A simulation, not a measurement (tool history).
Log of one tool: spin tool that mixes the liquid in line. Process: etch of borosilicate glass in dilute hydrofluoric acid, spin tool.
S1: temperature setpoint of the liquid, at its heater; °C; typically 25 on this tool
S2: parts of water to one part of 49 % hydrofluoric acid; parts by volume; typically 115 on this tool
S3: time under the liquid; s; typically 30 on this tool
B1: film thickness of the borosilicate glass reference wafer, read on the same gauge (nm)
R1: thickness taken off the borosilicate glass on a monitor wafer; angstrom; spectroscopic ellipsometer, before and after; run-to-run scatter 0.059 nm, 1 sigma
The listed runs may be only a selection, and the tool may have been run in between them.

run 1 hour=0 | S1=27 S2=115 S3=35 | B1=89.97 | R1=72.5
run 2 hour=74.2 | S1=22 S2=115 S3=30 | B1=90 | R1=50.6
run 3 hour=136.1 | S1=22 S2=115 S3=30 | B1=89.99 | R1=51.2
run 4 hour=217.5 | S1=28 S2=115 S3=30 | B1=90 | R1=63.6
run 5 hour=277.3 | S1=25 S2=115 S3=30 | B1=90.01 | R1=56.6
run 6 hour=353.8 | S1=25 S2=115 S3=30 | B1=90.02 | R1=61.7
run 7 hour=447.8 | S1=25 S2=115 S3=30 | B1=89.99 | R1=60.7
run 8 hour=550.6 | S1=22 S2=115 S3=45 | B1=89.98 | R1=81.3
run 9 hour=653.7 | S1=22 S2=115 S3=45 | B1=89.99 | R1=79.5
run 10 hour=711.7 | S1=25 S2=115 S3=30 | B1=89.99 | R1=59.1
run 11 hour=776.2 | S1=30 S2=75 S3=30 | B1=89.99 | R1=117.3
run 12 hour=815.9 | S1=29 S2=175 S3=30 | B1=90.03 | R1=41
run 13 hour=862.3 | S1=28 S2=115 S3=45 | B1=89.98 | R1=100.1
run 14 hour=922.3 | S1=23.5 S2=140 S3=40 | B1=90.01 | R1=58.8
run 15 hour=987.1 | S1=25 S2=115 S3=30 | B1=90.01 | R1=58.2
run 16 hour=1024.4 | S1=25 S2=115 S3=30 | B1=89.99 | R1=57.3
run 17 hour=1119.5 | S1=21 S2=165 S3=50 | B1=90 | R1=53.6
run 18 hour=1161.3 | S1=29 S2=75 S3=15 | B1=90.01 | R1=53.6
run 19 hour=1253.4 | S1=25 S2=115 S3=30 | B1=90 | R1=62.6
run 20 hour=1333.4 | S1=28.5 S2=115 S3=30 | B1=90 | R1=69.2
run 21 hour=1383.8 | S1=28 S2=140 S3=45 | B1=89.99 | R1=82.1
run 22 hour=1462.2 | S1=27.5 S2=85 S3=20 | B1=89.99 | R1=62.9
run 23 hour=1534.5 | S1=22 S2=115 S3=25 | B1=89.98 | R1=44.4
run 24 hour=1580.3 | S1=25 S2=95 S3=30 | B1=89.97 | R1=74.7
run 25 hour=1687.6 | S1=25 S2=80 S3=40 | B1=90.01 | R1=119.4
run 26 hour=1795 | S1=30 S2=90 S3=45 | B1=90.01 | R1=139.5
run 27 hour=1894.7 | S1=25 S2=145 S3=15 | B1=90.02 | R1=22.1
run 28 hour=1990.3 | S1=20.5 S2=135 S3=30 | B1=89.98 | R1=40.4
run 29 hour=2034.9 | S1=25 S2=115 S3=30 | B1=89.99 | R1=56.1
run 30 hour=2075.2 | S1=23 S2=130 S3=30 | B1=89.99 | R1=46.1
run 31 hour=2165.8 | S1=23 S2=130 S3=30 | B1=90.01 | R1=45.5
run 32 hour=2258.7 | S1=25 S2=150 S3=30 | B1=89.99 | R1=40.6

Missing from the log above: 7 entries noted between runs. For each, name the pair of listed runs it sits between and say how the tool's hidden condition differs from the listed run just before to the listed run just after:
After run 3, before run 4: thermometer replaced (hour 197.6)
  hydrofluoric acid flow below the setpoint (%): 7.02 -> 7.67
  difference, measured minus the result without the unlogged condition, R1: -4.4 -> -6.2 angstrom
After run 5, before run 6: hydrofluoric acid flow meter replaced (hour 305.1)
  hydrofluoric acid flow below the setpoint (%): 8.14 -> 0.662
  difference, measured minus the result without the unlogged condition, R1: -5.8 -> -0.4 angstrom
After run 12, before run 13: thermometer replaced (hour 841.3); gauge calibrated (hour 849.4)
  hydrofluoric acid flow below the setpoint (%): 4.32 -> 4.69
  difference, measured minus the result without the unlogged condition, R1: -2.3 -> -5.7 angstrom
After run 18, before run 19: hydrofluoric acid flow meter replaced (hour 1239.5)
  hydrofluoric acid flow below the setpoint (%): 7.05 -> 0.952
  difference, measured minus the result without the unlogged condition, R1: -4.6 -> -0.6 angstrom
After run 22, before run 23: thermometer replaced (hour 1507.2)
  hydrofluoric acid flow below the setpoint (%): 2.61 -> 3.18
  difference, measured minus the result without the unlogged condition, R1: -1.9 -> -1.6 angstrom
After run 30, before run 31: thermometer replaced (hour 2090.8)
  hydrofluoric acid flow below the setpoint (%): 7.46 -> 8.18
  difference, measured minus the result without the unlogged condition, R1: -4.3 -> -4.7 angstrom
